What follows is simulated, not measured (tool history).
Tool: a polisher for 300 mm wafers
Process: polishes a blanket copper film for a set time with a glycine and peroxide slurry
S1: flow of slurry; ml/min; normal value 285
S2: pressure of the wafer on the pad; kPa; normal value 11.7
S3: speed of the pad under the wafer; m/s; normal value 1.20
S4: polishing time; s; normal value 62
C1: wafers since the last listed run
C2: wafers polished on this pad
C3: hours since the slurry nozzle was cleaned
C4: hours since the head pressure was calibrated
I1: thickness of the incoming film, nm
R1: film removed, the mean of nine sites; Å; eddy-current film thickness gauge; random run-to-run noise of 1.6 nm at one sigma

Run 1, hour 0.0: usual settings; C1 0; C2 34; C3 202.9; C4 407.8; I1 2188.8. Result: R1 1935 Å.
Run 2, hour 6.4: usual settings; C1 43; C2 78; C3 209.3; C4 414.2; I1 2174.6. Result: R1 1933 Å.
Run 3, hour 16.4: usual settings; C1 68; C2 146; C3 219.3; C4 424.2; I1 2206.4. Result: R1 1930 Å.
Run 4, hour 24.6: usual settings; C1 55; C2 202; C3 227.5; C4 432.4; I1 2215.9. Result: R1 1938 Å.
Run 5, hour 37.7: usual settings; C1 89; C2 291; C3 240.6; C4 445.5; I1 2231.8. Result: R1 1933 Å.
Run 6, hour 53.2: usual settings but S3 0.98 m/s; C1 105; C2 397; C3 256.1; C4 461.0; I1 2231.5. Result: R1 1781 Å.
Run 7, hour 69.4: usual settings but S3 0.98 m/s; C1 110; C2 507; C3 272.3; C4 477.2; I1 2180.1. Result: R1 1765 Å.
At hour 71.9: slurry nozzle cleaned.
At hour 74.2: worn pad replaced by a new one.
At hour 76.7: head pressure recalibrated.
Run 8, hour 80.8: usual settings but S3 0.98 m/s; C1 41; C2 31; C3 8.9; C4 4.1; I1 2173.6. Result: R1 2033 Å.
Run 9, hour 90.5: usual settings; C1 66; C2 97; C3 18.6; C4 13.8; I1 2184.5. Result: R1 2228 Å.
Run 10, hour 101.3: usual settings; C1 73; C2 171; C3 29.4; C4 24.6; I1 2203.1. Result: R1 2192 Å.
Run 11, hour 114.1: usual settings but S3 0.98 m/s; C1 87; C2 258; C3 42.2; C4 37.4; I1 2211.2. Result: R1 1962 Å.
Run 12, hour 121.1: usual settings but S4 81 s; C1 47; C2 306; C3 49.2; C4 44.4; I1 2160.7. Result: R1 2823 Å.
Run 13, hour 130.4: usual settings; C1 63; C2 369; C3 58.5; C4 53.7; I1 2196.8. Result: R1 2116 Å.
At hour 150.2: worn pad replaced by a new one.
Run 14, hour 150.7: usual settings but S1 315 ml/min, S3 1.60 m/s, S4 46 s; C1 111; C2 3; C3 78.8; C4 74.0; I1 2201.2. Result: R1 1836 Å.
Run 15, hour 160.7: usual settings but S4 55 s; C1 68; C2 71; C3 88.8; C4 84.0; I1 2212.7. Result: R1 1859 Å.
Run 16, hour 170.1: usual settings but S2 15.2 kPa, S4 77 s; C1 64; C2 135; C3 98.2; C4 93.4; I1 2167.5. Result: R1 3197 Å.
Run 17, hour 186.6: usual settings but S2 13.1 kPa, S4 46 s; C1 112; C2 248; C3 114.7; C4 109.9; I1 2227.7. Result: R1 1665 Å.
Run 18, hour 201.7: usual settings but S1 195 ml/min; C1 102; C2 351; C3 129.8; C4 125.0; I1 2164.8. Result: R1 1941 Å.
Run 19, hour 218.7: usual settings but S1 340 ml/min, S2 15.2 kPa, S3 0.90 m/s; C1 115; C2 467; C3 146.8; C4 142.0; I1 2194.4. Result: R1 2235 Å.

What was the tool's hidden state at every run in the log?
removal rate lost through wear of the pad, %: 0 in every run
H1: slurry flow missing at the pad, %
H2: deviation of the head's pressure from its setpoint, %
run    H1      H2
  1  27.3     -11
  2  28.1     -11
  3  29.5   -11.1
  4  30.6   -11.1
  5  32.3   -11.2
  6  34.4   -11.2
  7  36.6   -11.3
  8  3.26    0.08
  9  4.56  -0.686
 10     6   -1.48
 11  7.72   -2.36
 12  8.66    -2.8
 13   9.9   -3.37
 14  12.6   -4.48
 15    14   -4.98
 16  15.2   -5.41
 17  17.4   -6.12
 18  19.5    -6.7
 19  21.7   -7.29
